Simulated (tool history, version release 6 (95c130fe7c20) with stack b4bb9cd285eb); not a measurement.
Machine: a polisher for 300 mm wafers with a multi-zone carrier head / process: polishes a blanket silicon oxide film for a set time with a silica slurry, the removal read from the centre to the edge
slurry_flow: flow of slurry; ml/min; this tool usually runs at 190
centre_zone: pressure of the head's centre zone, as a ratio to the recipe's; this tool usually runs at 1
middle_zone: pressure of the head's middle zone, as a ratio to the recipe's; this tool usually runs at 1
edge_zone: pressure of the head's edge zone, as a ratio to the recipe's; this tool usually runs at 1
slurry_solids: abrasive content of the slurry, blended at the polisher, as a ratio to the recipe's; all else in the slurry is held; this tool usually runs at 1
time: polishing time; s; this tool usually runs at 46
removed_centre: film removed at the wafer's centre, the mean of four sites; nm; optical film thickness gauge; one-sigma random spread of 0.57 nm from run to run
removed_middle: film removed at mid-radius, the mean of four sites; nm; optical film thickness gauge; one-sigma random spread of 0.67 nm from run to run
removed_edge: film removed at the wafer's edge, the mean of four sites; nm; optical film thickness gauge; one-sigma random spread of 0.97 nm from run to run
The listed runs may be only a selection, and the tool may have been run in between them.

| run | hour | slurry_flow | centre_zone | middle_zone | edge_zone | slurry_solids | time | wafers since the last listed run | wafers polished on this pad | hours since the slurry nozzle was cleaned | hours since the centre zone pressure was calibrated | hours since the edge zone pressure was calibrated | hours since the carrier head's membrane was replaced | incoming thickness of the incoming film, nm | removed_centre | removed_middle | removed_edge |
|---|---|---|---|---|---|---|---|---|---|---|---|---|---|---|---|---|---|
| 1 | 0 | 175 | 1 | 1 | 1 | 1 | 46 | 0 | 1443 | 310.5 | 900.8 | 797.6 | 1090 | 1047 | 93.7 | 89.6 | 86.7 |
|  | 101.3 | carrier head's membrane replaced by a new one |
| 2 | 181.6 | 190 | 1.08 | 1 | 1 | 1 | 46 | 1306 | 2749 | 492.1 | 1082.4 | 979.2 | 80.3 | 1045.4 | 102 | 89.5 | 87.6 |
| 3 | 222.6 | 190 | 1.08 | 1 | 1 | 1 | 46 | 303 | 3053 | 533.1 | 1123.4 | 1020.2 | 121.3 | 1051.1 | 101.1 | 88.8 | 85.5 |
|  | 300.3 | worn pad replaced by a new one |
| 4 | 304.7 | 230 | 1 | 0.93 | 0.89 | 1.25 | 46 | 577 | 32 | 615.2 | 1205.5 | 1102.3 | 203.4 | 1055.8 | 104.3 | 92 | 89.7 |
| 5 | 392.9 | 165 | 1 | 1 | 1 | 0.7 | 46 | 652 | 684 | 703.4 | 1293.7 | 1190.5 | 291.6 | 1060.1 | 83.3 | 79 | 77.4 |
|  | 423.5 | slurry nozzle cleaned |
|  | 440.2 | centre zone pressure recalibrated |
| 6 | 479.1 | 190 | 1 | 1 | 1 | 1 | 46 | 615 | 1300 | 55.6 | 38.9 | 1276.7 | 377.8 | 1054.1 | 90.2 | 88.6 | 86.3 |
| 7 | 521.9 | 255 | 1 | 1 | 1 | 1 | 53 | 316 | 1616 | 98.4 | 81.7 | 1319.5 | 420.6 | 1062.6 | 108.5 | 107.1 | 102 |
|  | 585.8 | edge zone pressure recalibrated |
| 8 | 621.6 | 190 | 1 | 1 | 1 | 1 | 54 | 722 | 2339 | 198.1 | 181.4 | 35.8 | 520.3 | 1063.2 | 105.9 | 103.2 | 102 |
| 9 | 692.8 | 190 | 1 | 1 | 1.06 | 1 | 46 | 526 | 2865 | 269.3 | 252.6 | 107 | 591.5 | 1054.1 | 92.7 | 88.5 | 91.5 |
| 10 | 756.7 | 190 | 1 | 0.92 | 1 | 1 | 51 | 472 | 3338 | 333.2 | 316.5 | 170.9 | 655.4 | 1060.3 | 101.5 | 92.5 | 98.9 |
|  | 843.9 | worn pad replaced by a new one |
| 11 | 844.4 | 255 | 1 | 1 | 1 | 1 | 53 | 619 | 3 | 420.9 | 404.2 | 258.6 | 743.1 | 1052.1 | 111.5 | 107.3 | 102.7 |
| 12 | 881.5 | 190 | 0.94 | 1 | 1 | 1.25 | 46 | 274 | 278 | 458 | 441.3 | 295.7 | 780.2 | 1043.1 | 93.7 | 95.7 | 93.8 |
| 13 | 952.9 | 190 | 1 | 1 | 1 | 1 | 41 | 528 | 806 | 529.4 | 512.7 | 367.1 | 851.6 | 1057.3 | 83.7 | 79.1 | 76.2 |
| 14 | 1051.1 | 190 | 1 | 1 | 1 | 1.2 | 46 | 726 | 1532 | 627.6 | 610.9 | 465.3 | 949.8 | 1060.7 | 99.7 | 93.9 | 90.1 |
| 15 | 1114 | 140 | 1 | 1 | 1 | 1 | 46 | 465 | 1997 | 690.5 | 673.8 | 528.2 | 1012.7 | 1076.6 | 90.7 | 84.8 | 82.8 |
|  | 1169.4 | slurry nozzle cleaned |
| 16 | 1186.3 | 190 | 0.92 | 1.1 | 1 | 1 | 46 | 527 | 2525 | 16.9 | 746.1 | 600.5 | 1085 | 1058.8 | 87 | 97 | 87.2 |
|  | 1241 | carrier head's membrane replaced by a new one |
| 17 | 1243 | 190 | 1 | 1 | 1.04 | 1 | 39 | 382 | 2907 | 73.6 | 802.8 | 657.2 | 2 | 1068.6 | 80.3 | 76.2 | 74.6 |
| 18 | 1287 | 190 | 1.04 | 1 | 1 | 1.25 | 34 | 325 | 3232 | 117.6 | 846.8 | 701.2 | 46 | 1070.3 | 78.1 | 70.3 | 68.2 |
| 19 | 1369.5 | 250 | 1 | 0.94 | 0.93 | 1 | 32 | 610 | 3843 | 200.1 | 929.3 | 783.7 | 128.5 | 1075.3 | 68.4 | 61.1 | 60.2 |
|  | 1449.2 | worn pad replaced by a new one |
| 20 | 1458 | 190 | 1 | 1 | 1 | 0.9 | 46 | 624 | 65 | 288.6 | 1017.8 | 872.2 | 217 | 1044.9 | 91.7 | 86.7 | 84.8 |

Below are 5 alternative next runs, each starting from the tool's condition after run 20. Predict each:
| A | 1458.4 | 145 | 1 | 1 | 1 | 1 | 46 | 2 | 68 | 289 | 1018.2 | 872.6 | 217.4 | 1048.5 | ? | ? | ? |
| B | 1458.4 | 175 | 0.95 | 1 | 1.07 | 0.85 | 46 | 2 | 68 | 289 | 1018.2 | 872.6 | 217.4 | 1048.5 | ? | ? | ? |
| C | 1458.4 | 190 | 1 | 1 | 1.1 | 1 | 46 | 2 | 68 | 289 | 1018.2 | 872.6 | 217.4 | 1048.5 | ? | ? | ? |
| D | 1458.4 | 190 | 1.1 | 1 | 1 | 1 | 46 | 2 | 68 | 289 | 1018.2 | 872.6 | 217.4 | 1048.5 | ? | ? | ? |
| E | 1458.4 | 155 | 1.07 | 1.1 | 1 | 1 | 53 | 2 | 68 | 289 | 1018.2 | 872.6 | 217.4 | 1048.5 | ? | ? | ? |

| run | removed_centre | removed_middle | removed_edge |
|---|---|---|---|
| A | 90.1 | 86.2 | 83.7 |
| B | 84 | 84.3 | 83.9 |
| C | 94.2 | 89.6 | 90.2 |
| D | 103.5 | 89.6 | 86.2 |
| E | 112.4 | 108.4 | 97.1 |
The same runs, with their run-to-run variation unchanged, on a tool lacking any hidden condition would have given:
| run | removed_centre | removed_middle | removed_edge |
|---|---|---|---|
| A | 84 | 86.2 | 83.7 |
| B | 78.3 | 84.3 | 83.9 |
| C | 87.8 | 89.6 | 90.2 |
| D | 96.5 | 89.6 | 86.2 |
| E | 104.8 | 108.5 | 97.1 |
